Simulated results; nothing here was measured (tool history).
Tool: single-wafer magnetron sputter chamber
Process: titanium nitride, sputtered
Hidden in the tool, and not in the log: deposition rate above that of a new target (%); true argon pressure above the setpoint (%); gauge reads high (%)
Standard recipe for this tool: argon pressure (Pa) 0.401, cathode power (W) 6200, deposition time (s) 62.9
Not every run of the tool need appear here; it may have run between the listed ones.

run,day,argon pressure (Pa),cathode power (W),deposition time (s),wafers since the last listed run,wafers on the sputter target,hours since the last manometer calibration,hours since the magnet pack was replaced,hours since the gauge calibration,"read-back reference wafer on the same gauge, thickness_nm",mean film thickness on the monitor wafer (nm)
1,0,0.401,6200,65.6,0,2679,2296.1,6209.1,135.3,57.724,62.161
2,0.671,0.401,6200,65.6,219,2898,2312.2,6225.2,151.4,57.752,62.029
3,1.021,0.401,6950,67.1,114,3013,2320.6,6233.6,159.8,57.78,70.064
# day 1.133: gauge calibrated
4,1.412,0.401,6950,67.1,128,3141,2330,6243,6.7,57.633,69.603
5,1.983,0.401,6200,62.9,186,3327,2343.7,6256.7,20.4,57.616,58.999
6,2.242,0.401,6200,62.9,84,3412,2349.9,6262.9,26.6,57.73,58.872
7,2.825,0.401,6200,62.9,190,3603,2363.9,6276.9,40.6,57.76,58.466
# day 3.575: sputter target and shields replaced
8,3.596,0.401,6200,62.9,143,6,2382.4,6295.4,59.1,57.674,61.789
# day 4.196: magnet pack replaced
9,4.508,0.401,6200,62.9,189,195,2404.3,7.5,81,57.72,61.703
10,5.054,0.401,6200,62.9,178,374,2417.4,20.6,94.1,57.739,61.287
11,5.475,0.489,5550,68.1,137,512,2427.5,30.7,104.2,57.77,57.159
12,6.017,0.3,6200,51.8,177,689,2440.5,43.7,117.2,57.771,53.151

What does the tool deliver on the next run?
# day 6.421: capacitance manometer re-zeroed and calibrated
13,6.729,0.253,5100,62.9,124,813,7.4,60.8,134.3,?,?

read-back reference wafer on the same gauge, thickness_nm: 57.754
mean film thickness on the monitor wafer (nm): 54.229
Were there no unlogged condition in the tool, this run, its random variation unchanged, would have produced mean film thickness on the monitor wafer (nm) 55.482.
